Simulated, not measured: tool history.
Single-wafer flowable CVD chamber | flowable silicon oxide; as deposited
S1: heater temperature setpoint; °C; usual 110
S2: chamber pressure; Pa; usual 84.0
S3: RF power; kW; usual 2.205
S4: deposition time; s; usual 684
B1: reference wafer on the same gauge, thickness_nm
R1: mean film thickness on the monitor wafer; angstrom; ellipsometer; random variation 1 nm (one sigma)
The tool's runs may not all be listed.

run   hour   S1    S2     S3   S4       B1       R1
  1    0.0  110  84.0  2.205  684  188.026  2233.41
      15.4  -- thermocouple changed; heater temperature recalibrated
  2   16.1  110  84.0  2.205  684  187.866  2201.93
  3   27.7  110  84.0  2.205  684  187.823  2231.83
  4   43.4  110  84.0  2.205  684  188.034  2224.79
  5   61.2  110  84.0  2.205  684  188.112  2220.93
  6   70.4  110  84.0  2.205  684  187.862  2231.53
      89.1  -- RF generator calibrated
      94.2  -- capacitance manometer re-zeroed and calibrated
  7   94.7  110  90.9  2.205  585  187.972  2068.95
  8   98.8  110  84.0  2.205  684  187.824  2235.28
  9  105.4  122  84.0  2.205  562  188.076  1243.10
 10  140.0  110  84.0  2.375  641  188.022  2083.09
 11  156.0  110  84.0  2.205  557  187.987  1807.04
 12  172.5  110  84.0  2.205  684  187.857  2220.27
 13  201.1  110  84.0  2.205  684  188.357  2225.43
 14  213.6  110  84.0  2.205  684  187.877  2219.87
     224.2  -- showerhead replaced
 15  224.7  110  98.7  2.205  684  187.984  2619.09
     252.3  -- gauge calibrated
 16  264.9  122  63.9  2.350  585  187.932   980.10
 17  271.8   97  93.2  2.625  720  188.102  4190.43
 18  279.3  110  84.0  2.205  621  187.858  2010.35
 19  285.7  125  84.0  2.205  637  188.195  1288.28
 20  301.3  110  66.9  2.205  745  187.655  1933.48
 21  307.6  110  66.5  2.205  554  188.393  1427.49
 22  319.2  110  84.0  2.205  565  188.207  1833.84
 23  370.5  110  84.0  2.205  684  188.111  2230.13
 24  383.5  105  84.0  2.040  684  188.176  2610.57
 25  399.6  117  96.0  2.205  684  188.373  2021.77
 26  410.2  104  70.8  2.205  807  188.179  2733.03
 27  425.6  114  99.2  1.880  684  188.043  2249.51
 28  434.2  110  84.0  2.205  684  188.040  2226.80

5 ways to go on from here, each from the tool as it stands after run 28. What would each give?
  A  434.8  110   84.0  2.205  684   ?   ?
  B  434.8  116  100.1  1.920  557   ?   ?
  C  434.8  110  101.6  2.205  606   ?   ?
  D  434.8  110   96.0  2.080  684   ?   ?
  E  434.8  115   84.0  2.205  684   ?   ?

run       B1       R1
  A  187.839  2223.64
  B  187.839  1743.89
  C  187.839  2392.16
  D  187.839  2529.97
  E  187.839  1878.39
Without the tool's hidden state the same runs would have given:
run       R1
  A  2223.64
  B  1743.89
  C  2392.16
  D  2529.97
  E  1878.39
